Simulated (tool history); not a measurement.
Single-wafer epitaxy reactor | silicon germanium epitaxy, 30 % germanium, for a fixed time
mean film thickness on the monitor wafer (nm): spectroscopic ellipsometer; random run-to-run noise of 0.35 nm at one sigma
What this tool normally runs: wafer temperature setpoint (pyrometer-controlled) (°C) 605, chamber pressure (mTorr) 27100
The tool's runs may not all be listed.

| run | day | wafer temperature setpoint (pyrometer-controlled) (°C) | chamber pressure (mTorr) | wafers since the last listed run | hours since the last pyrometer calibration | hours since the last manometer calibration | hours since the showerhead was replaced | hours since the gauge calibration | read-back reference wafer on the same gauge, thickness_nm | mean film thickness on the monitor wafer (nm) |
|---|---|---|---|---|---|---|---|---|---|---|
| 1 | 0.000 | 605 | 31200 | 0 | 2011.0 | 2117.7 | 5168.3 | 817.2 | 60.385 | 72.173 |
| 2 | 1.838 | 605 | 31200 | 1043 | 2055.1 | 2161.8 | 5212.4 | 861.3 | 60.341 | 72.252 |
| 3 | 4.383 | 605 | 31200 | 1445 | 2116.2 | 2222.9 | 5273.5 | 922.4 | 60.076 | 71.899 |
| 4 | 5.488 | 605 | 27100 | 626 | 2142.7 | 2249.4 | 5300.0 | 948.9 | 60.026 | 67.695 |
|  | 6.062 | gauge calibrated |
| 5 | 7.217 | 605 | 27100 | 981 | 2184.2 | 2290.9 | 5341.5 | 27.7 | 62.305 | 69.507 |
| 6 | 8.725 | 605 | 27100 | 856 | 2220.4 | 2327.1 | 5377.7 | 63.9 | 62.247 | 69.528 |
| 7 | 10.779 | 605 | 27100 | 1166 | 2269.7 | 2376.4 | 5427.0 | 113.2 | 62.121 | 69.404 |
| 8 | 12.958 | 605 | 27100 | 1236 | 2322.0 | 2428.7 | 5479.3 | 165.5 | 61.985 | 68.957 |
| 9 | 14.633 | 605 | 27100 | 950 | 2362.2 | 2468.9 | 5519.5 | 205.7 | 61.886 | 69.305 |
| 10 | 16.488 | 605 | 27100 | 1052 | 2406.7 | 2513.4 | 5564.0 | 250.2 | 61.841 | 68.935 |
| 11 | 19.462 | 605 | 27100 | 1688 | 2478.1 | 2584.8 | 5635.4 | 321.6 | 61.674 | 69.107 |
|  | 20.412 | showerhead replaced |
| 12 | 20.621 | 595 | 27100 | 468 | 2505.9 | 2612.6 | 5.0 | 349.4 | 61.531 | 55.362 |
| 13 | 22.354 | 595 | 27100 | 983 | 2547.5 | 2654.2 | 46.6 | 391.0 | 61.490 | 55.685 |
| 14 | 26.346 | 605 | 27100 | 2265 | 2643.3 | 2750.0 | 142.4 | 486.8 | 61.403 | 68.832 |
|  | 26.862 | capacitance manometer re-zeroed and calibrated |
|  | 28.296 | pyrometer calibrated |
| 15 | 28.533 | 612 | 25000 | 863 | 5.7 | 40.1 | 194.9 | 539.3 | 61.287 | 76.155 |
| 16 | 31.000 | 613 | 23000 | 1400 | 64.9 | 99.3 | 254.1 | 598.5 | 60.927 | 74.777 |
| 17 | 33.771 | 591 | 21900 | 1572 | 131.4 | 165.8 | 320.6 | 665.0 | 60.922 | 45.780 |
| 18 | 36.008 | 605 | 27100 | 1270 | 185.1 | 219.5 | 374.3 | 718.7 | 60.779 | 68.341 |
| 19 | 37.692 | 592 | 27100 | 955 | 225.5 | 259.9 | 414.7 | 759.1 | 60.694 | 51.158 |
| 20 | 39.150 | 618 | 33400 | 827 | 260.5 | 294.9 | 449.7 | 794.1 | 60.549 | 97.039 |
|  | 39.971 | gauge calibrated |
| 21 | 40.604 | 614 | 32000 | 825 | 295.4 | 329.8 | 484.6 | 15.2 | 62.089 | 89.564 |
| 22 | 43.388 | 605 | 21100 | 1579 | 362.2 | 396.6 | 551.4 | 82.0 | 61.864 | 60.811 |
| 23 | 44.392 | 593 | 31000 | 569 | 386.3 | 420.7 | 575.5 | 106.1 | 61.712 | 56.767 |
| 24 | 46.171 | 605 | 21100 | 1009 | 429.0 | 463.4 | 618.2 | 148.8 | 61.634 | 61.609 |
| 25 | 47.583 | 612 | 27100 | 801 | 462.9 | 497.3 | 652.1 | 182.7 | 61.677 | 80.133 |
| 26 | 50.467 | 616 | 30200 | 1636 | 532.1 | 566.5 | 721.3 | 251.9 | 61.355 | 89.899 |
| 27 | 51.588 | 598 | 29900 | 636 | 559.0 | 593.4 | 748.2 | 278.8 | 61.422 | 62.506 |

Each row is a separate what-if for the run after 27, all from the same tool condition, not one after another. Results?
| A | 51.604 | 605 | 27100 | 9 | 559.4 | 593.8 | 748.6 | 279.2 | ? | ? |
| B | 51.604 | 618 | 31900 | 9 | 559.4 | 593.8 | 748.6 | 279.2 | ? | ? |
| C | 51.604 | 614 | 32900 | 9 | 559.4 | 593.8 | 748.6 | 279.2 | ? | ? |
| D | 51.604 | 591 | 32500 | 9 | 559.4 | 593.8 | 748.6 | 279.2 | ? | ? |
| E | 51.604 | 605 | 31600 | 9 | 559.4 | 593.8 | 748.6 | 279.2 | ? | ? |

| run | read-back reference wafer on the same gauge, thickness_nm | mean film thickness on the monitor wafer (nm) |
|---|---|---|
| A | 61.315 | 68.760 |
| B | 61.315 | 96.381 |
| C | 61.315 | 90.213 |
| D | 61.315 | 55.699 |
| E | 61.315 | 73.762 |
What these runs would have given with no unlogged condition in the tool:
| run | mean film thickness on the monitor wafer (nm) |
|---|---|
| A | 69.335 |
| B | 97.187 |
| C | 90.968 |
| D | 56.165 |
| E | 74.379 |
